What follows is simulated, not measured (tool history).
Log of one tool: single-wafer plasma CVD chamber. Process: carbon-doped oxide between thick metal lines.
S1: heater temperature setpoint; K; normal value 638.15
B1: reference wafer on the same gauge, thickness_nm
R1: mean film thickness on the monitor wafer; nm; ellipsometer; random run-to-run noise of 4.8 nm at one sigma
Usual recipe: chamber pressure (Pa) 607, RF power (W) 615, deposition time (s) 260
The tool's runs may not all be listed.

{"run": 1, "day": 0.0, "S1": 638.15, "chamber pressure (Pa)": 607, "RF power (W)": 615, "deposition time (s)": 274, "B1": 1208.374, "R1": 1330.807}
{"run": 2, "day": 2.892, "S1": 638.15, "chamber pressure (Pa)": 607, "RF power (W)": 615, "deposition time (s)": 274, "B1": 1209.346, "R1": 1330.08}
{"run": 3, "day": 5.379, "S1": 638.15, "chamber pressure (Pa)": 607, "RF power (W)": 615, "deposition time (s)": 274, "B1": 1209.46, "R1": 1330.526}
{"run": 4, "day": 6.842, "S1": 638.15, "chamber pressure (Pa)": 607, "RF power (W)": 615, "deposition time (s)": 298, "B1": 1212.841, "R1": 1444.307}
{"run": 5, "day": 9.758, "S1": 638.15, "chamber pressure (Pa)": 607, "RF power (W)": 615, "deposition time (s)": 260, "B1": 1211.856, "R1": 1261.564}
{"run": 6, "day": 13.383, "S1": 638.15, "chamber pressure (Pa)": 607, "RF power (W)": 615, "deposition time (s)": 260, "B1": 1210.789, "R1": 1253.053}
{"run": 7, "day": 15.517, "S1": 638.15, "chamber pressure (Pa)": 607, "RF power (W)": 615, "deposition time (s)": 260, "B1": 1210.44, "R1": 1252.296}
{"run": 8, "day": 16.779, "S1": 632.15, "chamber pressure (Pa)": 607, "RF power (W)": 650, "deposition time (s)": 260, "B1": 1209.496, "R1": 1302.79}
{"run": 9, "day": 18.242, "S1": 632.15, "chamber pressure (Pa)": 607, "RF power (W)": 650, "deposition time (s)": 260, "B1": 1208.279, "R1": 1298.483}
{"run": 10, "day": 20.238, "S1": 638.15, "chamber pressure (Pa)": 513, "RF power (W)": 615, "deposition time (s)": 260, "B1": 1211.13, "R1": 1201.391}
{"run": 11, "day": 22.938, "S1": 638.15, "chamber pressure (Pa)": 607, "RF power (W)": 615, "deposition time (s)": 260, "B1": 1208.573, "R1": 1247.585}
{"run": 12, "day": 25.154, "S1": 632.15, "chamber pressure (Pa)": 607, "RF power (W)": 650, "deposition time (s)": 260, "B1": 1209.387, "R1": 1293.315}
{"run": 13, "day": 27.075, "S1": 638.15, "chamber pressure (Pa)": 607, "RF power (W)": 615, "deposition time (s)": 287, "B1": 1210.446, "R1": 1380.205}
{"run": 14, "day": 28.596, "S1": 631.15, "chamber pressure (Pa)": 607, "RF power (W)": 615, "deposition time (s)": 273, "B1": 1211.951, "R1": 1325.565}
{"run": 15, "day": 30.788, "S1": 631.15, "chamber pressure (Pa)": 675, "RF power (W)": 685, "deposition time (s)": 260, "B1": 1211.123, "R1": 1391.882}
{"run": 16, "day": 33.638, "S1": 651.15, "chamber pressure (Pa)": 607, "RF power (W)": 655, "deposition time (s)": 260, "B1": 1210.528, "R1": 1300.56}
{"run": 17, "day": 34.821, "S1": 638.15, "chamber pressure (Pa)": 519, "RF power (W)": 540, "deposition time (s)": 260, "B1": 1209.868, "R1": 1187.492}
{"run": 18, "day": 37.162, "S1": 638.15, "chamber pressure (Pa)": 607, "RF power (W)": 615, "deposition time (s)": 260, "B1": 1212.049, "R1": 1287.778}
{"run": 19, "day": 39.475, "S1": 629.15, "chamber pressure (Pa)": 607, "RF power (W)": 710, "deposition time (s)": 260, "B1": 1209.259, "R1": 1393.73}
{"run": 20, "day": 41.167, "S1": 629.15, "chamber pressure (Pa)": 607, "RF power (W)": 535, "deposition time (s)": 227, "B1": 1210.411, "R1": 1088.9}

Removed from this log: 6 entries logged between the listed runs. Between which two listed runs does each belong, and how does the tool's hidden state at the listed run before it compare with that at the listed run after it?
Logged between run 3 and run 4: gauge calibrated (day 6.129)
  delivered RF power above the setpoint (%): -6.37 -> -6.54
  measured value less the no-hidden-state value, R1: -34.080 -> -37.986 nm
Logged between run 10 and run 11: capacitance manometer re-zeroed and calibrated (day 20.725); showerhead replaced (day 22.100)
  delivered RF power above the setpoint (%): -8.05 -> -8.36
  measured value less the no-hidden-state value, R1: -39.226 -> -42.346 nm
Logged between run 12 and run 13: thermocouple changed; heater temperature recalibrated (day 26.183)
  delivered RF power above the setpoint (%): -8.61 -> -8.82
  measured value less the no-hidden-state value, R1: -45.275 -> -49.593 nm
Logged between run 14 and run 15: RF generator calibrated (day 30.154); gauge calibrated (day 30.492)
  delivered RF power above the setpoint (%): -9 -> -0.368
  measured value less the no-hidden-state value, R1: -48.602 -> -1.936 nm
